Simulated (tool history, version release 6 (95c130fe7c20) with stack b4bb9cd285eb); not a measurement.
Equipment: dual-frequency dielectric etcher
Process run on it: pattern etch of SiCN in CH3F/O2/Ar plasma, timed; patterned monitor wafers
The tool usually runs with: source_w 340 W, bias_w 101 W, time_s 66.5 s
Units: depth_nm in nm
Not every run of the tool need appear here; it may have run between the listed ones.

run    hour  source_w  bias_w  time_s  wafers since the last listed run  hours since the last wet clean  hours since the last source power generator calibration  hours since the last bias power generator calibration  hours since the last upper electrode change  hours since the gauge calibration  read-back reference wafer on the same gauge, depth_nm  depth_nm
  1       0       340     101    66.5                                 0                           359.6                                                   1754.7                                                 2964.7                                        954.9                              464.3                                                  24.11     28.26
  2    86.4       280     101    66.5                               988                             446                                                   1841.1                                                 3051.1                                       1041.3                              550.7                                                  24.09     26.66
  3   131.4       280     101    66.5                               514                             491                                                   1886.1                                                 3096.1                                       1086.3                              595.7                                                  24.08     26.79
      158.6  -- wet clean of the chamber
  4   190.1       370     101    66.5                               397                            31.5                                                   1944.8                                                 3154.8                                         1145                              654.4                                                   24.1      28.2
  5   261.2       370     101    66.5                               813                           102.6                                                   2015.9                                                 3225.9                                       1216.1                              725.5                                                   24.1     28.39
  6   317.2       370     101    66.5                               640                           158.6                                                   2071.9                                                 3281.9                                       1272.1                              781.5                                                  24.06     28.28
  7   359.3       340      88      77                               481                           200.7                                                     2114                                                   3324                                       1314.2                              823.6                                                  24.11     31.12
  8   437.2       340     101    66.5                               891                           278.6                                                   2191.9                                                 3401.9                                       1392.1                              901.5                                                  24.08     28.14
  9     537       340     101    66.5                              1141                           378.4                                                   2291.7                                                 3501.7                                       1491.9                             1001.3                                                  24.09      27.9
 10   642.9       340     101    66.5                              1211                           484.3                                                   2397.6                                                 3607.6                                       1597.8                             1107.2                                                  24.08     28.06
 11   702.2       390     121    66.5                               678                           543.6                                                   2456.9                                                 3666.9                                       1657.1                             1166.5                                                  24.15     30.51
      760.6  -- wet clean of the chamber
      761.8  -- bias power generator calibrated
 12   791.6       340     101    66.5                               734                              31                                                   2546.3                                                   29.8                                       1746.5                             1255.9                                                  24.09     28.88
      915.2  -- gauge calibrated
     1076.4  -- source power generator calibrated
 13  1107.8       340     101    66.5                              3572                           347.2                                                     31.4                                                    346                                       2062.7                              192.6                                                  24.08     29.09
       1233  -- wet clean of the chamber, repeated, since the last time left the tool worse
     1371.3  -- upper electrode replaced
 14    1401       390     118      51                              2805                             168                                                    324.6                                                  639.2                                         29.7                              485.8                                                  24.09     23.27
 15  1491.3       340     111    66.5                              1033                           258.3                                                    414.9                                                  729.5                                          120                              576.1                                                  24.11     28.43
 16  1595.5       370     101    66.5                              1192                           362.5                                                    519.1                                                  833.7                                        224.2                              680.3                                                  24.11     29.05
 17  1661.1       340     101    66.5                               750                           428.1                                                    584.7                                                  899.3                                        289.8                              745.9                                                  24.11     28.25
     1748.9  -- wet clean of the chamber
 18  1751.6       380      92      80                               760                             2.7                                                    675.2                                                  989.8                                        380.3                              836.4                                                  24.08     33.43
 19  1831.3       340     117    66.5                               911                            82.4                                                    754.9                                                 1069.5                                          460                              916.1                                                  24.05     28.59
 20  1928.4       380     101    78.5                              1111                           179.5                                                      852                                                 1166.6                                        557.1                             1013.2                                                   24.1     33.72

How the hidden state differs across the entries between the runs, from the last listed run before each to the first after it:
Run 3 -> run 4: wet clean of the chamber (hour 158.6)
  etch rate over this chamber's usual, %: 2.87 -> -0.396
  measured less the result without the state, depth_nm: +0.75 -> -0.12 nm
Run 11 -> run 12: wet clean of the chamber (hour 760.6); bias power generator calibrated (hour 761.8)
  etch rate over this chamber's usual, %: 2.37 -> 4.55
  measured less the result without the state, depth_nm: +0.7 -> +1.26 nm
Run 12 -> run 13: gauge calibrated (hour 915.2); source power generator calibrated (hour 1076.4)
  etch rate over this chamber's usual, %: 4.55 -> 6.25
  measured less the result without the state, depth_nm: +1.26 -> +1.72 nm
Run 13 -> run 14: wet clean of the chamber, repeated, since the last time left the tool worse (hour 1233); upper electrode replaced (hour 1371.3)
  etch rate over this chamber's usual, %: 6.25 -> 0.901
  measured less the result without the state, depth_nm: +1.72 -> +0.21 nm
Run 17 -> run 18: wet clean of the chamber (hour 1748.9)
  etch rate over this chamber's usual, %: 2.3 -> -0.15
  measured less the result without the state, depth_nm: +0.64 -> -0.05 nm
